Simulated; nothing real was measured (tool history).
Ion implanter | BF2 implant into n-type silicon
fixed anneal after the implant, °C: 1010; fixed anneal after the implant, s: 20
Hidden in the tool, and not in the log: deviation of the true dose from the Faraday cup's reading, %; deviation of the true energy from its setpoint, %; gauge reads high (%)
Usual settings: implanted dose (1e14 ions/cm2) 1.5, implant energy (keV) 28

run   hour  implanted dose (1e14 ions/cm2)  implant energy (keV)  wafers since the last listed run  hours since the last dose calibration  hours since the extraction supply was calibrated  hours since the gauge calibration  read-back reference wafer on the same gauge, sheet resistance  sheet resistance of the implanted and annealed layer (ohm/square)
  1      0                             1.5                    23                                 0                                 2112.3                                            5085.6                                337                                                         752.45                                                              672.9
  2   15.8                             1.5                    23                               336                                 2128.1                                            5101.4                              352.8                                                         752.09                                                             670.36
  3   43.8                            1.79                  31.5                               595                                 2156.1                                            5129.4                              380.8                                                         751.99                                                             554.69
  4   64.9                             1.5                    28                               449                                 2177.2                                            5150.5                              401.9                                                         753.02                                                             652.24
  5   85.5                            1.74                    28                               438                                 2197.8                                            5171.1                              422.5                                                         753.02                                                             577.75
  6  121.4                            1.17                    28                               764                                 2233.7                                              5207                              458.4                                                         751.83                                                             806.88
  7  153.4                             1.5                    28                               681                                 2265.7                                              5239                              490.4                                                         751.98                                                             652.13
  8  170.8                            1.24                    34                               370                                 2283.1                                            5256.4                              507.8                                                         752.14                                                             746.45
     211.9  -- extraction supply calibrated
  9  212.4                            1.24                    34                               715                                 2324.7                                               0.5                              549.4                                                         751.66                                                             745.86
 10    236                             1.5                  30.5                               502                                 2348.3                                              24.1                                573                                                         751.82                                                             651.05
 11  248.1                             1.5                  30.5                               257                                 2360.4                                              36.2                              585.1                                                         752.04                                                             649.36
     262.8  -- Faraday cup replaced and dose calibrated
 12  280.8                             1.5                  32.5                               525                                     18                                              68.9                              617.8                                                         752.41                                                             642.62
 13  307.6                             1.5                  32.5                               570                                   44.8                                              95.7                              644.6                                                         751.61                                                             649.58
 14  324.5                             1.5                    28                               359                                   61.7                                             112.6                              661.5                                                         752.13                                                             655.39
 15  367.1                            1.09                  36.5                               906                                  104.3                                             155.2                              704.1                                                         751.79                                                             824.24
 16  400.2                             1.5                    20                               704                                  137.4                                             188.3                              737.2                                                         752.17                                                             683.59
 17  420.3                             1.5                    28                               427                                  157.5                                             208.4                              757.3                                                         752.07                                                              656.9
 18  442.6                            1.63                    34                               474                                  179.8                                             230.7                              779.6                                                         752.18                                                              594.6
 19  466.2                             1.5                  20.5                               502                                  203.4                                             254.3                              803.2                                                         752.01                                                             688.74
     485.1  -- gauge calibrated
 20  489.7                             1.5                    21                               500                                  226.9                                             277.8                                4.6                                                         751.91                                                             679.58
 21  511.5                             1.5                    28                               463                                  248.7                                             299.6                               26.4                                                         752.06                                                              655.5
 22  529.3                             1.5                    25                               378                                  266.5                                             317.4                               44.2                                                         751.77                                                             666.47
 23  600.9                            1.09                  33.5                              1523                                  338.1                                               389                              115.8                                                         752.18                                                             832.17
 24  614.2                            1.92                  21.5                               283                                  351.4                                             402.3                              129.1                                                         751.64                                                             549.28
 25  630.7                             1.5                    28                               351                                  367.9                                             418.8                              145.6                                                         751.54                                                             655.41
 26  658.7                            1.08                    37                               595                                  395.9                                             446.8                              173.6                                                         751.54                                                             828.65
 27    671                             1.3                  19.5                               261                                  408.2                                             459.1                              185.9                                                         752.51                                                             781.91
 28  687.5                             1.5                    28                               351                                  424.7                                             475.6                              202.4                                                         751.69                                                             653.84
 29  703.8                            1.84                    32                               346                                    441                                             491.9                              218.7                                                         752.06                                                             548.26
 30  736.2                            1.12                    28                               689                                  473.4                                             524.3                              251.1                                                         752.68                                                             829.91
 31  760.2                             1.5                    28                               510                                  497.4                                             548.3                              275.1                                                         752.17                                                             657.39
 32  773.4                            1.91                    28                               280                                  510.6                                             561.5                              288.3                                                         752.52                                                             539.19
 33  788.9                            1.81                  24.5                               329                                  526.1                                               577                              303.8                                                         751.87                                                             572.66
 34  810.5                            1.66                  32.5                               459                                  547.7                                             598.6                              325.4                                                            752                                                             594.23
 35  844.6                            1.77                  23.5                               725                                  581.8                                             632.7                              359.5                                                         753.02                                                              584.4
 36  878.3                             1.5                    28                               717                                  615.5                                             666.4                              393.2                                                         752.35                                                             648.08

5 ways to go on from here, each from the tool as it stands after run 36. What would each give?
  A  878.7                             1.5                    35                                 8                                  615.9                                             666.8                              393.6                                                              ?                                                                  ?
  B  878.7                            1.06                  33.5                                 8                                  615.9                                             666.8                              393.6                                                              ?                                                                  ?
  C  878.7                             1.5                  35.5                                 8                                  615.9                                             666.8                              393.6                                                              ?                                                                  ?
  D  878.7                            1.17                    33                                 8                                  615.9                                             666.8                              393.6                                                              ?                                                                  ?
  E  878.7                            1.72                  18.5                                 8                                  615.9                                             666.8                              393.6                                                              ?                                                                  ?

run  read-back reference wafer on the same gauge, sheet resistance  sheet resistance of the implanted and annealed layer (ohm/square)
  A                                                          751.6                                                             637.19
  B                                                          751.6                                                             846.67
  C                                                          751.6                                                             636.05
  D                                                          751.6                                                             783.86
  E                                                          751.6                                                             613.43
Without the tool's hidden state the same runs would have given:
run  sheet resistance of the implanted and annealed layer (ohm/square)
  A                                                             637.19
  B                                                             846.67
  C                                                             636.05
  D                                                             783.86
  E                                                             613.43
